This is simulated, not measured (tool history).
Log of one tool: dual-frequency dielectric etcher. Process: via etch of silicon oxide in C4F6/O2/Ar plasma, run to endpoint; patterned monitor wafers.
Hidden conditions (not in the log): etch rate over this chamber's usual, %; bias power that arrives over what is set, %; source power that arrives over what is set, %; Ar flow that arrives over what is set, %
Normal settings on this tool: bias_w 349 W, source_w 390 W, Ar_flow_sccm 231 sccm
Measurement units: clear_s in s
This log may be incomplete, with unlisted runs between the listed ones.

run   hour  bias_w  source_w  Ar_flow_sccm  wafers since the last listed run  hours since the last wet clean  hours since the last bias power generator calibration  hours since the last source power generator calibration  hours since the last Ar flow controller change  hours since the last upper electrode change  incoming incoming film thickness, nm  clear_s
  1    0.0     349       390           231                                 0                           307.4                                                 3852.7                                                     42.2                                          3427.0                                       4347.1                                  63.3     15.5
       4.8  -- bias power generator calibrated
      14.0  -- Ar flow controller replaced
  2   14.5     349       390           231                                67                           321.9                                                    9.7                                                     56.7                                             0.5                                       4361.6                                  64.2     15.9
  3   18.7     349       390           231                                62                           326.1                                                   13.9                                                     60.9                                             4.7                                       4365.8                                  64.0     15.9
  4   26.4     349       450           231                               115                           333.8                                                   21.6                                                     68.6                                            12.4                                       4373.5                                  64.0     14.6
  5   35.5     349       430           231                               136                           342.9                                                   30.7                                                     77.7                                            21.5                                       4382.6                                  64.1     15.2
      69.4  -- wet clean of the chamber
  6   69.9     349       430           231                               155                             0.5                                                   65.1                                                    112.1                                            55.9                                       4417.0                                  63.5     14.3
  7   70.2     349       390           231                                 4                             0.8                                                   65.4                                                    112.4                                            56.2                                       4417.3                                  64.5     15.1
  8   70.5     419       460           270                                 4                             1.1                                                   65.7                                                    112.7                                            56.5                                       4417.6                                  63.2     12.9
  9   82.9     349       390           280                               185                            13.5                                                   78.1                                                    125.1                                            68.9                                       4430.0                                  64.3     15.5
 10   93.5     349       410           231                               158                            24.1                                                   88.7                                                    135.7                                            79.5                                       4440.6                                  63.5     14.5
 11  111.2     433       350           194                               264                            41.8                                                  106.4                                                    153.4                                            97.2                                       4458.3                                  64.2     14.7
 12  117.9     349       390           231                               100                            48.5                                                  113.1                                                    160.1                                           103.9                                       4465.0                                  62.9     15.0
 13  127.4     349       390           231                               142                            58.0                                                  122.6                                                    169.6                                           113.4                                       4474.5                                  63.4     14.8
 14  139.4     380       390           231                               179                            70.0                                                  134.6                                                    181.6                                           125.4                                       4486.5                                  63.8     14.7
 15  149.4     349       390           219                               149                            80.0                                                  144.6                                                    191.6                                           135.4                                       4496.5                                  63.8     14.8
 16  160.7     349       420           231                               169                            91.3                                                  155.9                                                    202.9                                           146.7                                       4507.8                                  63.0     14.2
     196.1  -- upper electrode replaced
 17  196.6     316       390           231                               178                           127.2                                                  191.8                                                    238.8                                           182.6                                          0.5                                  63.3     15.5
 18  196.9     314       390           265                                 4                           127.5                                                  192.1                                                    239.1                                           182.9                                          0.8                                  63.7     16.1
 19  197.8     305       390           231                                13                           128.4                                                  193.0                                                    240.0                                           183.8                                          1.7                                  64.1     15.9
 20  208.9     300       390           231                               166                           139.5                                                  204.1                                                    251.1                                           194.9                                         12.8                                  63.6     15.8
 21  221.2     349       390           231                               184                           151.8                                                  216.4                                                    263.4                                           207.2                                         25.1                                  64.1     15.5
 22  237.9     429       440           189                               250                           168.5                                                  233.1                                                    280.1                                           223.9                                         41.8                                  63.3     12.9
 23  245.6     349       390           198                               115                           176.2                                                  240.8                                                    287.8                                           231.6                                         49.5                                  64.2     15.1
 24  259.5     425       320           179                               208                           190.1                                                  254.7                                                    301.7                                           245.5                                         63.4                                  63.8     15.4
 25  269.1     349       390           231                               143                           199.7                                                  264.3                                                    311.3                                           255.1                                         73.0                                  63.8     15.4
 26  281.1     407       390           231                               179                           211.7                                                  276.3                                                    323.3                                           267.1                                         85.0                                  63.7     14.5
 27  287.1     372       330           264                                89                           217.7                                                  282.3                                                    329.3                                           273.1                                         91.0                                  63.8     16.9
 28  304.3     384       390           231                               257                           234.9                                                  299.5                                                    346.5                                           290.3                                        108.2                                  64.0     14.9

Here are 5 independent what-if runs from the current tool condition. What would each one return?
  A  304.7     349       390           231                                 5                           235.3                                                  299.9                                                    346.9                                           290.7                                        108.6                                  63.8        ?
  B  304.7     349       350           283                                 5                           235.3                                                  299.9                                                    346.9                                           290.7                                        108.6                                  63.8        ?
  C  304.7     408       480           276                                 5                           235.3                                                  299.9                                                    346.9                                           290.7                                        108.6                                  63.8        ?
  D  304.7     287       390           187                                 5                           235.3                                                  299.9                                                    346.9                                           290.7                                        108.6                                  63.8        ?
  E  304.7     273       490           182                                 5                           235.3                                                  299.9                                                    346.9                                           290.7                                        108.6                                  63.8        ?

run  clear_s
  A     15.5
  B     17.0
  C     13.4
  D     16.0
  E     14.2
Had the tool no hidden state, the same runs would have come out as:
run  clear_s
  A     15.3
  B     16.8
  C     13.2
  D     15.8
  E     14.0
